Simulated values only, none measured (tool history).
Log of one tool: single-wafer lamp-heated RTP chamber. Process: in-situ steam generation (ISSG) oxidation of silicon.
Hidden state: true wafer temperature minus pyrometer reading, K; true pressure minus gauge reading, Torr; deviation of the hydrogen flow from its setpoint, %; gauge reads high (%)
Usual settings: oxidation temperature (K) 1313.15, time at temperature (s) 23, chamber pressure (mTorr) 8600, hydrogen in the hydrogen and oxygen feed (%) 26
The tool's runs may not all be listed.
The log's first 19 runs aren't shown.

run   hour  oxidation temperature (K)  time at temperature (s)  chamber pressure (mTorr)  hydrogen in the hydrogen and oxygen feed (%)  wafers since the last listed run  wafers since the last pyrometer calibration  hours since the pressure gauge was zeroed  hours since the hydrogen flow controller was replaced  hours since the gauge calibration  read-back reference wafer on the same gauge, thickness  oxide thickness on the monitor wafer (nm)
     252.4  -- pyrometer window cleaned and pyrometer calibrated
       259  -- pressure gauge zeroed
 20  259.5                    1331.15                       23                      8600                                            26                                27                                            5                                        0.5                                                  110.7                                 19                                                   7.046                                      8.213
 21  271.4                    1304.15                       26                      9900                                            29                               117                                          122                                       12.4                                                  122.6                               30.9                                                   7.054                                      7.573
 22    286                    1313.15                       15                     10100                                            23                               144                                          266                                         27                                                  137.2                               45.5                                                   7.059                                      5.667
 23  327.2                    1313.15                       23                      8600                                            26                               406                                          673                                       68.2                                                  178.4                               86.7                                                   7.055                                      7.426
 24    345                    1330.15                       20                     10000                                            29                               175                                          848                                         86                                                  196.2                              104.5                                                    7.06                                      7.576
 25  351.3                    1300.15                       23                      7800                                            29                                62                                          910                                       92.3                                                  202.5                              110.8                                                    7.07                                      7.124
 26  362.4                    1313.15                       23                      9200                                            32                               109                                         1020                                      103.4                                                  213.6                              121.9                                                    7.07                                      7.837
 27  370.2                    1313.15                       23                      8600                                            29                                76                                         1097                                      111.2                                                  221.4                              129.7                                                   7.064                                       7.66
 28  384.9                    1313.15                       14                      9400                                            26                               145                                         1242                                      125.9                                                  236.1                              144.4                                                   7.058                                      5.781
 29  400.3                    1325.15                       20                      8100                                            32                               151                                         1394                                      141.3                                                  251.5                              159.8                                                   7.055                                        7.9
 30    409                    1313.15                       23                      8600                                            26                                85                                         1480                                        150                                                  260.2                              168.5                                                   7.065                                       7.53

Forecast each of these 4 alternatives for the next run:
  A  409.4                    1301.15                       23                      8600                                            26                                 3                                         1484                                      150.4                                                  260.6                              168.9                                                       ?                                          ?
  B  409.4                    1326.15                       19                      8600                                            26                                 3                                         1484                                      150.4                                                  260.6                              168.9                                                       ?                                          ?
  C  409.4                    1313.15                       19                      8200                                            32                                 3                                         1484                                      150.4                                                  260.6                              168.9                                                       ?                                          ?
  D  409.4                    1313.15                       23                      9900                                            26                                 3                                         1484                                      150.4                                                  260.6                              168.9                                                       ?                                          ?

run  read-back reference wafer on the same gauge, thickness  oxide thickness on the monitor wafer (nm)
  A                                                   7.064                                      7.099
  B                                                   7.064                                      7.357
  C                                                   7.064                                      7.265
  D                                                   7.064                                      7.404
Without the tool's hidden state the same runs would have given:
run  oxide thickness on the monitor wafer (nm)
  A                                      6.947
  B                                      7.184
  C                                      7.106
  D                                      7.235

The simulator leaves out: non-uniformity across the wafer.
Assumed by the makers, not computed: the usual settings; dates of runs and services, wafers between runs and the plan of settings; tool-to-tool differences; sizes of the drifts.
